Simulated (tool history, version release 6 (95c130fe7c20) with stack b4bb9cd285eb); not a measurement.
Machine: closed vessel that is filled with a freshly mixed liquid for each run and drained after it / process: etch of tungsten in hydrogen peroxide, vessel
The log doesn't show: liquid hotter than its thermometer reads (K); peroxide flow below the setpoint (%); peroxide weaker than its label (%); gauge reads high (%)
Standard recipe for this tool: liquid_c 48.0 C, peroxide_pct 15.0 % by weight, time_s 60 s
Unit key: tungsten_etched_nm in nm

| run | hour | liquid_c | peroxide_pct | time_s | wafers since the last listed run | hours since the thermometer was replaced | hours since the peroxide flow meter was replaced | hours since the drum of peroxide was connected | hours since the gauge calibration | read-back film thickness of the tungsten reference wafer, read on the same gauge (nm) | tungsten_etched_nm |
|---|---|---|---|---|---|---|---|---|---|---|---|
| 1 | 0.0 | 52.5 | 15.0 | 60 | 0 | 860.3 | 988.5 | 513.9 | 1452.2 | 50.00 | 162.22 |
| 2 | 72.0 | 52.5 | 15.0 | 60 | 7179 | 932.3 | 1060.5 | 585.9 | 1524.2 | 49.95 | 163.47 |
|  | 95.5 | thermometer replaced |
|  | 249.9 | new drum of peroxide connected |
| 3 | 295.1 | 52.5 | 15.0 | 60 | 22046 | 199.6 | 1283.6 | 45.2 | 1747.3 | 50.00 | 159.52 |
|  | 328.7 | peroxide flow meter replaced |
| 4 | 353.3 | 53.5 | 15.0 | 75 | 5703 | 257.8 | 24.6 | 103.4 | 1805.5 | 49.99 | 211.02 |
| 5 | 459.5 | 53.5 | 15.0 | 75 | 10589 | 364.0 | 130.8 | 209.6 | 1911.7 | 49.99 | 212.10 |
| 6 | 524.0 | 53.5 | 15.0 | 75 | 6431 | 428.5 | 195.3 | 274.1 | 1976.2 | 49.98 | 213.06 |
| 7 | 576.8 | 48.0 | 15.0 | 60 | 5264 | 481.3 | 248.1 | 326.9 | 2029.0 | 49.99 | 122.67 |
| 8 | 618.4 | 48.0 | 15.0 | 60 | 4147 | 522.9 | 289.7 | 368.5 | 2070.6 | 50.05 | 122.30 |
| 9 | 689.5 | 48.0 | 15.0 | 60 | 7089 | 594.0 | 360.8 | 439.6 | 2141.7 | 50.04 | 122.62 |
| 10 | 743.6 | 48.0 | 15.0 | 60 | 5394 | 648.1 | 414.9 | 493.7 | 2195.8 | 50.01 | 122.91 |
| 11 | 801.4 | 48.0 | 15.0 | 60 | 5763 | 705.9 | 472.7 | 551.5 | 2253.6 | 49.98 | 123.35 |
| 12 | 881.6 | 48.0 | 15.0 | 60 | 7996 | 786.1 | 552.9 | 631.7 | 2333.8 | 50.00 | 123.10 |
|  | 907.8 | new drum of peroxide connected |
| 13 | 952.7 | 48.0 | 15.0 | 60 | 6989 | 857.2 | 624.0 | 44.9 | 2404.9 | 49.94 | 124.04 |
|  | 1040.3 | gauge calibrated |
| 14 | 1046.8 | 48.0 | 15.0 | 60 | 9382 | 951.3 | 718.1 | 139.0 | 6.5 | 50.02 | 123.76 |
| 15 | 1111.0 | 48.0 | 18.0 | 60 | 6401 | 1015.5 | 782.3 | 203.2 | 70.7 | 50.00 | 136.19 |
| 16 | 1206.0 | 38.5 | 12.0 | 95 | 9472 | 1110.5 | 877.3 | 298.2 | 165.7 | 49.98 | 97.09 |
|  | 1235.2 | thermometer replaced |
| 17 | 1261.6 | 54.5 | 15.0 | 60 | 5444 | 26.4 | 932.9 | 353.8 | 221.3 | 49.97 | 175.82 |
| 18 | 1495.5 | 48.0 | 15.0 | 60 | 23322 | 260.3 | 1166.8 | 587.7 | 455.2 | 50.01 | 120.20 |
|  | 1522.1 | peroxide flow meter replaced |
| 19 | 1541.4 | 41.0 | 15.0 | 75 | 4477 | 306.2 | 19.3 | 633.6 | 501.1 | 50.01 | 96.96 |
| 20 | 1619.1 | 41.5 | 12.0 | 60 | 7747 | 383.9 | 97.0 | 711.3 | 578.8 | 50.00 | 72.10 |
|  | 1682.8 | new drum of peroxide connected |
| 21 | 1870.2 | 38.5 | 12.0 | 95 | 24937 | 635.0 | 348.1 | 187.4 | 829.9 | 50.02 | 94.69 |
| 22 | 1909.2 | 50.5 | 16.5 | 30 | 3888 | 674.0 | 387.1 | 226.4 | 868.9 | 50.00 | 75.19 |
| 23 | 1981.9 | 43.5 | 17.0 | 30 | 7248 | 746.7 | 459.8 | 299.1 | 941.6 | 50.01 | 49.27 |
| 24 | 2055.0 | 48.0 | 15.0 | 95 | 7288 | 819.8 | 532.9 | 372.2 | 1014.7 | 49.99 | 194.05 |
| 25 | 2105.0 | 53.5 | 16.5 | 80 | 4985 | 869.8 | 582.9 | 422.2 | 1064.7 | 50.00 | 242.40 |
| 26 | 2204.2 | 48.0 | 15.0 | 35 | 9891 | 969.0 | 682.1 | 521.4 | 1163.9 | 50.03 | 72.41 |
|  | 2259.2 | thermometer replaced |
| 27 | 2273.8 | 48.0 | 15.0 | 85 | 6840 | 14.6 | 751.7 | 591.0 | 1233.5 | 49.97 | 169.17 |
| 28 | 2340.3 | 48.0 | 15.0 | 60 | 6630 | 81.1 | 818.2 | 657.5 | 1300.0 | 50.00 | 120.08 |
| 29 | 2411.3 | 48.0 | 12.0 | 45 | 7079 | 152.1 | 889.2 | 728.5 | 1371.0 | 50.01 | 80.56 |
|  | 2439.0 | new drum of peroxide connected |
| 30 | 2477.4 | 45.0 | 15.0 | 30 | 6491 | 218.2 | 955.3 | 38.4 | 1437.1 | 50.00 | 49.89 |
| 31 | 2584.6 | 48.0 | 15.0 | 60 | 10689 | 325.4 | 1062.5 | 145.6 | 1544.3 | 49.96 | 121.11 |

The logged runs with the hidden state left out (each run's random variation unchanged):
| run | tungsten_etched_nm |
|---|---|
| 1 | 156.57 |
| 2 | 157.40 |
| 3 | 157.14 |
| 4 | 207.39 |
| 5 | 207.59 |
| 6 | 208.03 |
| 7 | 119.38 |
| 8 | 118.79 |
| 9 | 118.74 |
| 10 | 118.80 |
| 11 | 118.93 |
| 12 | 118.25 |
| 13 | 118.86 |
| 14 | 118.09 |
| 15 | 129.63 |
| 16 | 91.71 |
| 17 | 175.40 |
| 18 | 118.72 |
| 19 | 95.53 |
| 20 | 70.77 |
| 21 | 91.87 |
| 22 | 73.02 |
| 23 | 47.64 |
| 24 | 187.22 |
| 25 | 233.59 |
| 26 | 69.39 |
| 27 | 168.65 |
| 28 | 119.34 |
| 29 | 79.82 |
| 30 | 49.29 |
| 31 | 119.11 |
